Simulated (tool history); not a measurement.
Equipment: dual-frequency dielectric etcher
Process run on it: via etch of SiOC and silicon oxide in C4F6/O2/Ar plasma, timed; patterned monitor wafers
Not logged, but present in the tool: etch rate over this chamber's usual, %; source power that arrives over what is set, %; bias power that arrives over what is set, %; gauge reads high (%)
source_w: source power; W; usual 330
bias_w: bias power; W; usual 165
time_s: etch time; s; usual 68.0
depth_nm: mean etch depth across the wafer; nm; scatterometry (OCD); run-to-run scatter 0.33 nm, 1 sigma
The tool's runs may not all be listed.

| run | day | source_w | bias_w | time_s | wafers since the last listed run | hours since the last wet clean | hours since the last source power generator calibration | hours since the last bias power generator calibration | hours since the last upper electrode change | hours since the gauge calibration | read-back reference wafer on the same gauge, depth_nm | depth_nm |
|---|---|---|---|---|---|---|---|---|---|---|---|---|
| 1 | 0.000 | 350 | 165 | 68.0 | 0 | 256.6 | 1181.8 | 4660.9 | 2204.7 | 594.3 | 67.6 | 79.9 |
| 2 | 1.479 | 350 | 165 | 68.0 | 566 | 292.1 | 1217.3 | 4696.4 | 2240.2 | 629.8 | 67.6 | 79.3 |
| 3 | 2.075 | 350 | 165 | 68.0 | 228 | 306.4 | 1231.6 | 4710.7 | 2254.5 | 644.1 | 67.5 | 79.6 |
| 4 | 2.592 | 330 | 178 | 68.0 | 197 | 318.8 | 1244.0 | 4723.1 | 2266.9 | 656.5 | 67.6 | 79.8 |
| 5 | 3.546 | 330 | 165 | 68.0 | 365 | 341.7 | 1266.9 | 4746.0 | 2289.8 | 679.4 | 67.5 | 77.6 |
| 6 | 4.462 | 330 | 193 | 68.0 | 350 | 363.7 | 1288.9 | 4768.0 | 2311.8 | 701.4 | 67.5 | 81.5 |
|  | 7.917 | wet clean of the chamber |
| 7 | 7.933 | 330 | 165 | 68.0 | 945 | 0.4 | 1372.2 | 4851.3 | 2395.1 | 784.7 | 67.6 | 74.7 |
| 8 | 8.942 | 330 | 165 | 68.0 | 385 | 24.6 | 1396.4 | 4875.5 | 2419.3 | 808.9 | 67.7 | 75.3 |
| 9 | 10.183 | 330 | 165 | 68.0 | 475 | 54.4 | 1426.2 | 4905.3 | 2449.1 | 838.7 | 67.6 | 75.7 |
|  | 10.842 | gauge calibrated |
|  | 11.338 | source power generator calibrated |
| 10 | 11.671 | 330 | 165 | 68.0 | 505 | 90.1 | 8.0 | 4941.0 | 2484.8 | 19.9 | 67.6 | 75.7 |
|  | 12.658 | bias power generator calibrated |
| 11 | 13.138 | 330 | 165 | 68.0 | 497 | 125.3 | 43.2 | 11.5 | 2520.0 | 55.1 | 67.7 | 76.3 |
| 12 | 14.025 | 330 | 165 | 68.0 | 339 | 146.6 | 64.5 | 32.8 | 2541.3 | 76.4 | 67.5 | 76.7 |
| 13 | 14.571 | 330 | 204 | 68.0 | 208 | 159.7 | 77.6 | 45.9 | 2554.4 | 89.5 | 67.6 | 81.0 |
| 14 | 16.042 | 330 | 136 | 68.0 | 562 | 195.0 | 112.9 | 81.2 | 2589.7 | 124.8 | 67.6 | 72.2 |
| 15 | 16.654 | 330 | 201 | 79.5 | 234 | 209.7 | 127.6 | 95.9 | 2604.4 | 139.5 | 67.6 | 94.9 |
| 16 | 17.521 | 330 | 165 | 68.0 | 331 | 230.5 | 148.4 | 116.7 | 2625.2 | 160.3 | 67.6 | 76.3 |
| 17 | 18.579 | 360 | 165 | 60.5 | 405 | 255.9 | 173.8 | 142.1 | 2650.6 | 185.7 | 67.6 | 70.9 |
| 18 | 19.529 | 330 | 165 | 68.0 | 363 | 278.7 | 196.6 | 164.9 | 2673.4 | 208.5 | 67.6 | 77.0 |
| 19 | 20.650 | 330 | 200 | 58.5 | 428 | 305.6 | 223.5 | 191.8 | 2700.3 | 235.4 | 67.7 | 70.5 |
|  | 22.400 | upper electrode replaced |
| 20 | 22.421 | 330 | 165 | 68.0 | 295 | 348.1 | 266.0 | 234.3 | 0.5 | 277.9 | 67.5 | 77.8 |
| 21 | 22.433 | 280 | 142 | 62.5 | 4 | 348.4 | 266.3 | 234.6 | 0.8 | 278.2 | 67.7 | 62.5 |
| 22 | 22.921 | 330 | 194 | 50.0 | 186 | 360.1 | 278.0 | 246.3 | 12.5 | 289.9 | 67.6 | 60.1 |
| 23 | 23.621 | 330 | 165 | 58.5 | 267 | 376.9 | 294.8 | 263.1 | 29.3 | 306.7 | 67.7 | 66.6 |
| 24 | 24.717 | 290 | 126 | 56.0 | 419 | 403.2 | 321.1 | 289.4 | 55.6 | 333.0 | 67.6 | 56.1 |
| 25 | 25.750 | 400 | 185 | 68.0 | 395 | 428.0 | 345.9 | 314.2 | 80.4 | 357.8 | 67.7 | 88.5 |
| 26 | 26.362 | 330 | 165 | 68.0 | 234 | 442.7 | 360.6 | 328.9 | 95.1 | 372.5 | 67.6 | 78.4 |
|  | 28.250 | wet clean of the chamber |
| 27 | 28.271 | 360 | 133 | 82.0 | 347 | 0.5 | 406.4 | 374.7 | 140.9 | 418.3 | 67.6 | 88.7 |
| 28 | 28.704 | 330 | 165 | 68.0 | 165 | 10.9 | 416.8 | 385.1 | 151.3 | 428.7 | 67.6 | 75.1 |
| 29 | 29.954 | 330 | 165 | 68.0 | 478 | 40.9 | 446.8 | 415.1 | 181.3 | 458.7 | 67.6 | 75.4 |
| 30 | 30.908 | 330 | 165 | 68.0 | 365 | 63.8 | 469.7 | 438.0 | 204.2 | 481.6 | 67.5 | 75.0 |

Hidden state, per run?
source power that arrives over what is set, %: 0, the same for each run
bias power that arrives over what is set, %: 0, the same for each run
gauge reads high (%): 0, the same for each run
H1: etch rate over this chamber's usual, %
| run | H1 |
|---|---|
| 1 | 2.75 |
| 2 | 3.04 |
| 3 | 3.16 |
| 4 | 3.26 |
| 5 | 3.45 |
| 6 | 3.63 |
| 7 | 0.455 |
| 8 | 0.655 |
| 9 | 0.902 |
| 10 | 1.2 |
| 11 | 1.49 |
| 12 | 1.67 |
| 13 | 1.77 |
| 14 | 2.07 |
| 15 | 2.19 |
| 16 | 2.36 |
| 17 | 2.57 |
| 18 | 2.76 |
| 19 | 2.98 |
| 20 | 3.34 |
| 21 | 3.34 |
| 22 | 3.43 |
| 23 | 3.57 |
| 24 | 3.79 |
| 25 | 4 |
| 26 | 4.12 |
| 27 | 0.0972 |
| 28 | 0.183 |
| 29 | 0.432 |
| 30 | 0.622 |
